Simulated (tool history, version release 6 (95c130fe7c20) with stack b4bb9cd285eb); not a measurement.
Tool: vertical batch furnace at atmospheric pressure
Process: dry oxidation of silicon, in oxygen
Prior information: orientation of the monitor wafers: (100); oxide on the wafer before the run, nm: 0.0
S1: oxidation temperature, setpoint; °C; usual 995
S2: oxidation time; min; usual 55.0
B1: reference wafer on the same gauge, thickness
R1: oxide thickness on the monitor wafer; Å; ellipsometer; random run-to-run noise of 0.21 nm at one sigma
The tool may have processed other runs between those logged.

run,hour,S1,S2,B1,R1
1,0.0,995,55.0,47.77,460.2
2,42.5,995,55.0,47.63,458.4
3,104.9,983,55.0,47.66,409.1
4,142.5,983,55.0,47.72,408.6
5,198.8,983,55.0,47.74,404.6
6,248.3,995,55.0,47.75,458.6
7,282.2,995,55.0,47.67,458.9
8,329.1,988,47.0,47.72,388.2
9,383.9,988,47.0,47.72,386.2
10,422.7,988,47.0,47.77,384.5
11,468.1,995,55.0,47.74,459.9
12,518.0,995,55.0,47.74,461.7
13,625.9,995,55.0,47.67,456.9
14,674.3,995,55.0,47.72,460.4
15,744.0,995,55.0,47.71,458.9
# hour 805.8: thermocouples replaced and temperature profile calibrated
16,806.1,995,55.0,47.65,459.0
# hour 866.6: gauge calibrated
17,869.6,995,55.0,47.75,461.1
18,900.1,995,55.0,47.71,460.6
19,985.4,995,55.0,47.72,462.8
20,1026.4,995,55.0,47.76,456.9
21,1079.1,1008,71.0,47.61,620.8
22,1144.3,995,55.0,47.71,460.6
23,1201.2,995,81.5,47.66,591.3
24,1229.1,995,55.0,47.81,457.6
25,1262.5,979,80.5,47.74,510.2
26,1293.9,980,55.0,47.74,401.0
27,1354.8,1006,66.0,47.64,577.6
# hour 1385.5: boat lift adjusted
28,1386.0,1014,70.0,47.68,643.7
29,1405.8,986,70.5,47.71,493.5
30,1454.4,995,55.0,47.74,461.5
31,1489.8,978,75.0,47.75,485.2
32,1560.2,987,32.5,47.72,308.2
33,1590.5,995,55.0,47.67,458.2
34,1653.2,1008,45.0,47.72,461.6
35,1721.9,1006,46.5,47.72,461.0
36,1766.6,1010,42.0,47.68,447.4
37,1820.5,977,63.5,47.72,428.6
38,1862.1,995,75.0,47.69,566.1
39,2017.6,981,37.0,47.63,315.2
40,2065.0,1014,44.0,47.77,480.4

Below are 3 alternative next runs, each starting from the tool's condition after run 40. Predict each:
A,2068.8,995,55.0,?,?
B,2068.8,987,65.0,?,?
C,2068.8,987,31.5,?,?

run,B1,R1
A,47.78,458.6
B,47.78,472.1
C,47.78,301.8
With no hidden state in the tool, these same runs would have given:
run,R1
A,458.6
B,472.1
C,301.8
